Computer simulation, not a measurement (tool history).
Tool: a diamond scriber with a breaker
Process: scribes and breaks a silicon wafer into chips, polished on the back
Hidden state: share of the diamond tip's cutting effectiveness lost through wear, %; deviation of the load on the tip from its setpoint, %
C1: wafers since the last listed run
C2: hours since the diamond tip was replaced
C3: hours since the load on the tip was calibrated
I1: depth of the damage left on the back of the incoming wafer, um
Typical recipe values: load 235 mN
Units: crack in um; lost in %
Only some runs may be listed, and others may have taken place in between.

{"run": 1, "hour": 0.0, "load": 235, "C1": 0, "C2": 949.6, "C3": 1490.3, "I1": 0.02, "crack": 14.67, "lost": 1.43}
{"run": 2, "hour": 21.4, "load": 235, "C1": 79, "C2": 971.0, "C3": 1511.7, "I1": 0.04, "crack": 14.7, "lost": 1.47}
{"run": 3, "hour": 36.3, "load": 235, "C1": 55, "C2": 985.9, "C3": 1526.6, "I1": 0.03, "crack": 14.69, "lost": 1.43}
{"run": 4, "hour": 52.1, "load": 235, "C1": 58, "C2": 1001.7, "C3": 1542.4, "I1": 0.04, "crack": 14.66, "lost": 1.51}
{"run": 5, "hour": 64.3, "load": 252, "C1": 45, "C2": 1013.9, "C3": 1554.6, "I1": 0.03, "crack": 15.55, "lost": 1.8}
{"run": 6, "hour": 78.4, "load": 252, "C1": 52, "C2": 1028.0, "C3": 1568.7, "I1": 0.02, "crack": 15.52, "lost": 1.79}
{"hour": 85.5, "done": "load on the tip recalibrated"}
{"run": 7, "hour": 89.9, "load": 252, "C1": 35, "C2": 1039.5, "C3": 4.4, "I1": 0.04, "crack": 14.15, "lost": 1.86}
{"run": 8, "hour": 100.2, "load": 235, "C1": 38, "C2": 1049.8, "C3": 14.7, "I1": 0.03, "crack": 13.5, "lost": 3.44}
{"run": 9, "hour": 109.3, "load": 235, "C1": 33, "C2": 1058.9, "C3": 23.8, "I1": 0.02, "crack": 13.45, "lost": 3.37}
{"run": 10, "hour": 119.2, "load": 235, "C1": 36, "C2": 1068.8, "C3": 33.7, "I1": 0.02, "crack": 13.58, "lost": 3.53}
{"run": 11, "hour": 127.0, "load": 235, "C1": 29, "C2": 1076.6, "C3": 41.5, "I1": 0.04, "crack": 13.53, "lost": 3.01}
{"run": 12, "hour": 138.9, "load": 204, "C1": 44, "C2": 1088.5, "C3": 53.4, "I1": 0.03, "crack": 11.99, "lost": 10.63}
{"run": 13, "hour": 145.2, "load": 235, "C1": 23, "C2": 1094.8, "C3": 59.7, "I1": 0.01, "crack": 13.52, "lost": 3.0}
{"run": 14, "hour": 157.1, "load": 263, "C1": 44, "C2": 1106.7, "C3": 71.6, "I1": 0.02, "crack": 14.83, "lost": 1.39}
{"hour": 170.5, "done": "diamond tip replaced by a new one"}
{"run": 15, "hour": 172.3, "load": 235, "C1": 49, "C2": 1.8, "C3": 86.8, "I1": 0.02, "crack": 15.33, "lost": 1.7}
{"run": 16, "hour": 188.3, "load": 235, "C1": 59, "C2": 17.8, "C3": 102.8, "I1": 0.02, "crack": 15.41, "lost": 1.67}
{"run": 17, "hour": 195.4, "load": 255, "C1": 26, "C2": 24.9, "C3": 109.9, "I1": 0.04, "crack": 16.35, "lost": 3.19}
{"run": 18, "hour": 211.8, "load": 189, "C1": 61, "C2": 41.3, "C3": 126.3, "I1": 0.04, "crack": 12.77, "lost": 6.0}
{"run": 19, "hour": 222.6, "load": 182, "C1": 40, "C2": 52.1, "C3": 137.1, "I1": 0.02, "crack": 12.39, "lost": 8.42}

Run 20 is up next; what results do you expect?
{"run": 20, "hour": 238.2, "load": 253, "C1": 58, "C2": 67.7, "C3": 152.7, "I1": 0.04, "crack": "?", "lost": "?"}

Run 20 gave crack 16.26 um, lost 3.06 %.
Were there no unlogged condition in the tool, this run, its random variation unchanged, would have produced crack 15.81 um, lost 2.22 %.
